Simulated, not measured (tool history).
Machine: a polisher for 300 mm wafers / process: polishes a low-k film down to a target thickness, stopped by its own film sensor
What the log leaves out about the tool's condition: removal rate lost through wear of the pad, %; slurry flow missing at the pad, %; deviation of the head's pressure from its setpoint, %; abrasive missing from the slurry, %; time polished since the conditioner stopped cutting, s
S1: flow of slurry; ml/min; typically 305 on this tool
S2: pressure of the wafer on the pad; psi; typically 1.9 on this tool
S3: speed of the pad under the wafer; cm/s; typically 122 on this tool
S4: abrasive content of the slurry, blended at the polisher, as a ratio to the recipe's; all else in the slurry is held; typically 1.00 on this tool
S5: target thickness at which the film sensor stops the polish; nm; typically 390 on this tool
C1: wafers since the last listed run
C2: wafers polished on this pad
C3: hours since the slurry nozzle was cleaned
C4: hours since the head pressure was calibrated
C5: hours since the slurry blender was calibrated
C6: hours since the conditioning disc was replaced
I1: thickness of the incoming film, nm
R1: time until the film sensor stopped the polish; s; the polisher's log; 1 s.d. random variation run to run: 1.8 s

{"run": 1, "hour": 0.0, "S1": 305, "S2": 1.9, "S3": 122, "S4": 1.0, "S5": 390, "C1": 0, "C2": 356, "C3": 481.6, "C4": 400.5, "C5": 82.5, "C6": 460.5, "I1": 449.1, "R1": 149.4}
{"run": 2, "hour": 45.6, "S1": 305, "S2": 1.9, "S3": 122, "S4": 1.0, "S5": 390, "C1": 431, "C2": 787, "C3": 527.2, "C4": 446.1, "C5": 128.1, "C6": 506.1, "I1": 443.3, "R1": 141.4}
{"run": 3, "hour": 91.1, "S1": 305, "S2": 1.9, "S3": 122, "S4": 1.0, "S5": 390, "C1": 430, "C2": 1218, "C3": 572.7, "C4": 491.6, "C5": 173.6, "C6": 551.6, "I1": 457.2, "R1": 179.2}
{"hour": 112.8, "done": "slurry blender recalibrated"}
{"hour": 143.8, "done": "worn pad replaced by a new one"}
{"hour": 152.4, "done": "slurry nozzle cleaned"}
{"hour": 159.1, "done": "conditioning disc replaced and pad reconditioned"}
{"run": 4, "hour": 159.9, "S1": 305, "S2": 2.4, "S3": 146, "S4": 1.0, "S5": 390, "C1": 566, "C2": 123, "C3": 7.5, "C4": 560.4, "C5": 47.1, "C6": 0.8, "I1": 455.3, "R1": 122.9}
{"run": 5, "hour": 212.1, "S1": 305, "S2": 1.9, "S3": 122, "S4": 1.0, "S5": 390, "C1": 494, "C2": 617, "C3": 59.7, "C4": 612.6, "C5": 99.3, "C6": 53.0, "I1": 447.3, "R1": 149.5}
{"run": 6, "hour": 290.2, "S1": 305, "S2": 1.9, "S3": 122, "S4": 1.0, "S5": 390, "C1": 739, "C2": 1357, "C3": 137.8, "C4": 690.7, "C5": 177.4, "C6": 131.1, "I1": 451.8, "R1": 171.5}
{"hour": 319.8, "done": "head pressure recalibrated"}
{"hour": 322.7, "done": "slurry blender recalibrated"}
{"hour": 324.3, "done": "worn pad replaced by a new one"}
{"run": 7, "hour": 343.2, "S1": 305, "S2": 1.9, "S3": 122, "S4": 1.0, "S5": 390, "C1": 448, "C2": 179, "C3": 190.8, "C4": 23.4, "C5": 20.5, "C6": 184.1, "I1": 450.8, "R1": 153.1}
{"run": 8, "hour": 450.1, "S1": 305, "S2": 1.2, "S3": 96, "S4": 1.0, "S5": 390, "C1": 1011, "C2": 1191, "C3": 297.7, "C4": 130.3, "C5": 127.4, "C6": 291.0, "I1": 451.8, "R1": 266.9}
{"hour": 504.3, "done": "worn pad replaced by a new one"}
{"run": 9, "hour": 508.1, "S1": 305, "S2": 1.9, "S3": 162, "S4": 1.0, "S5": 402, "C1": 511, "C2": 36, "C3": 355.7, "C4": 188.3, "C5": 185.4, "C6": 349.0, "I1": 452.6, "R1": 115.8}
{"hour": 523.1, "done": "slurry blender recalibrated"}
{"run": 10, "hour": 593.7, "S1": 245, "S2": 1.4, "S3": 122, "S4": 1.1, "S5": 390, "C1": 791, "C2": 827, "C3": 441.3, "C4": 273.9, "C5": 70.6, "C6": 434.6, "I1": 451.1, "R1": 199.7}
{"run": 11, "hour": 639.2, "S1": 390, "S2": 2.6, "S3": 90, "S4": 1.15, "S5": 390, "C1": 430, "C2": 1258, "C3": 486.8, "C4": 319.4, "C5": 116.1, "C6": 480.1, "I1": 452.7, "R1": 144.3}
{"hour": 658.4, "done": "slurry nozzle cleaned"}
{"run": 12, "hour": 687.5, "S1": 305, "S2": 1.9, "S3": 122, "S4": 1.0, "S5": 390, "C1": 447, "C2": 1705, "C3": 29.1, "C4": 367.7, "C5": 164.4, "C6": 528.4, "I1": 446.4, "R1": 150.8}
{"hour": 697.3, "done": "worn pad replaced by a new one"}
{"hour": 710.4, "done": "conditioning disc replaced and pad reconditioned"}
{"hour": 748.4, "done": "slurry blender recalibrated"}
{"run": 13, "hour": 772.7, "S1": 265, "S2": 2.1, "S3": 122, "S4": 1.0, "S5": 390, "C1": 730, "C2": 675, "C3": 114.3, "C4": 452.9, "C5": 24.3, "C6": 62.3, "I1": 448.1, "R1": 139.2}
{"run": 14, "hour": 824.6, "S1": 305, "S2": 1.9, "S3": 122, "S4": 1.0, "S5": 390, "C1": 491, "C2": 1167, "C3": 166.2, "C4": 504.8, "C5": 76.2, "C6": 114.2, "I1": 446.3, "R1": 145.3}
{"hour": 884.1, "done": "worn pad replaced by a new one"}
{"run": 15, "hour": 894.7, "S1": 305, "S2": 1.9, "S3": 100, "S4": 1.0, "S5": 390, "C1": 625, "C2": 100, "C3": 236.3, "C4": 574.9, "C5": 146.3, "C6": 184.3, "I1": 447.1, "R1": 170.7}

Pick out some run-to-run changes in R1. Of each, how much would a tool without hidden state show as well, from the settings, what came in and chance, and how much is left for the hidden state and any gauge scatter not in both results compared?
Run 6 -> 7: head pressure recalibrated, slurry blender recalibrated, worn pad replaced by a new one. R1 -18.4 s: hidden state -12.0, all else -6.4.
Run 8 -> 9: S2 1.2 -> 1.9, S3 96 -> 162, S5 390 -> 402, worn pad replaced by a new one. R1 -151.1 s: hidden state -0.8, all else -150.3.
